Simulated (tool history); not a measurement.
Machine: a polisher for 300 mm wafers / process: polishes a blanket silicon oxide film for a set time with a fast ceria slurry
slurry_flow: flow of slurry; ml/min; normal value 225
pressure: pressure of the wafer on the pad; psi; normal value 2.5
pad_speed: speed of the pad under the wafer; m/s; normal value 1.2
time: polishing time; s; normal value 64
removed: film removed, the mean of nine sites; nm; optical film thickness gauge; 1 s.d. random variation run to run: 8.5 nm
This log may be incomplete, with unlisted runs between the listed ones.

run,day,slurry_flow,pressure,pad_speed,time,"incoming thickness of the incoming film, nm",removed
1,0,225,2.1,1.04,64,3586.7,772.3
2,0.7,225,3.2,1.2,80,3590.3,1718.2
3,1.108,225,3.2,1.2,80,3516.7,1689.9
4,1.362,225,3.2,1.2,80,3568.8,1691.1
5,2.104,225,2.5,0.86,64,3541.6,750.1
6,2.562,225,2.5,1.2,64,3569.3,1064
7,3.05,225,2.5,1.2,64,3581.6,1047.8
8,3.662,225,2.5,1.2,64,3574.8,1058.9
9,4.279,225,2.5,1.2,73,3544.1,1182.8
10,4.696,175,2.5,1.2,64,3563.1,988.6
11,4.979,225,3.1,1.2,50,3521.4,1018.6
# day 5.196: worn pad replaced by a new one
12,5.375,225,2.5,1.2,64,3547.3,1053
# day 5.625: head pressure recalibrated
13,5.646,225,2.5,1.2,44,3518.3,727.4
14,6.221,160,3.3,1.2,64,3579,1254.1
# day 6.617: slurry nozzle cleaned
15,6.792,225,1.7,1.2,64,3524.2,640.3
16,7.533,155,2.5,1.2,44,3579.3,565.9
17,8.071,265,2.5,0.88,64,3582.9,729.9
18,8.538,225,2.5,1.2,64,3603.5,941.9
19,8.804,165,2.5,1.4,64,3545.6,998.7
# day 8.933: slurry nozzle cleaned, repeated, since the last time left the tool worse
20,9.55,225,2.5,1.42,64,3590.8,1301

What if the next run were any one of these 5? Each begins from the tool's condition after run 20:
A,9.567,225,2.5,1.06,64,3540.4,?
B,9.567,180,2.5,1.2,64,3540.4,?
C,9.567,225,3.4,1.2,64,3540.4,?
D,9.567,155,2.5,1.2,45,3540.4,?
E,9.567,225,2.3,1.2,54,3540.4,?

run,removed
A,976.6
B,1067.9
C,1503.5
D,729.6
E,858.2
What these runs would have given with no unlogged condition in the tool:
run,removed
A,982.1
B,1075.6
C,1512
D,735.7
E,863
